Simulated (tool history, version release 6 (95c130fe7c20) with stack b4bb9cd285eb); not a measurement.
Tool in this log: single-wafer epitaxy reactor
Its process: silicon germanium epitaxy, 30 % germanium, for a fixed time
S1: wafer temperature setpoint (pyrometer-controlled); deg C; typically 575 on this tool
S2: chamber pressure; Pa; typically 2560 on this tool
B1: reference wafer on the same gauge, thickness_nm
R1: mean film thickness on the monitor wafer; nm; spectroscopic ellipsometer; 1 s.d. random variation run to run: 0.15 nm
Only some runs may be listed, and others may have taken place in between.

run,hour,S1,S2,B1,R1
1,0.0,575,2560,37.398,35.401
2,12.2,575,2560,37.373,35.573
3,21.7,575,2560,37.389,35.397
4,35.5,575,2560,37.412,35.341
5,44.2,575,2560,37.441,35.215
6,51.8,575,2560,37.429,35.358
7,65.7,575,2560,37.423,35.721
8,75.3,568,2560,37.436,31.509
9,81.5,575,2560,37.421,35.319
10,93.1,570,2560,37.435,32.645
11,102.2,570,2560,37.425,32.565
12,109.2,570,2560,37.405,32.467
13,124.4,575,2560,37.379,35.383
14,135.6,575,2560,37.409,35.515
15,145.0,575,2560,37.409,35.183
16,154.1,581,2560,37.394,39.041
17,170.6,575,2560,37.376,35.693
18,186.8,575,2560,37.399,35.613
19,194.8,575,2560,37.393,35.219
20,204.6,565,3026,37.396,32.224
21,213.2,575,2560,37.418,35.397
22,229.0,566,2786,37.454,31.536
23,242.7,587,2186,37.384,40.487
24,256.8,575,1933,37.379,31.629
25,265.7,587,2280,37.378,41.332
26,283.3,579,2373,37.396,36.669
27,300.9,579,2560,37.401,37.819
28,315.1,588,1947,37.373,39.332
29,327.0,575,2560,37.354,35.512
30,337.3,575,2200,37.398,32.918
31,351.4,564,2760,37.413,30.164
32,403.2,569,2560,37.432,31.830
33,410.1,575,2560,37.426,35.585

Between the runs listed above, the log contained 4 entries, not reproduced here. Where in the sequence does each belong, and how does what the log doesn't record of the tool's condition differ from the listed run before to the listed run after?
Logged between run 14 and run 15: pyrometer calibrated (hour 144.5)
  the hidden state is the same at both runs
Logged between run 17 and run 18: gauge calibrated (hour 177.6); capacitance manometer re-zeroed and calibrated (hour 184.1)
  the hidden state is the same at both runs
Logged between run 25 and run 26: showerhead replaced (hour 281.0)
  the hidden state is the same at both runs
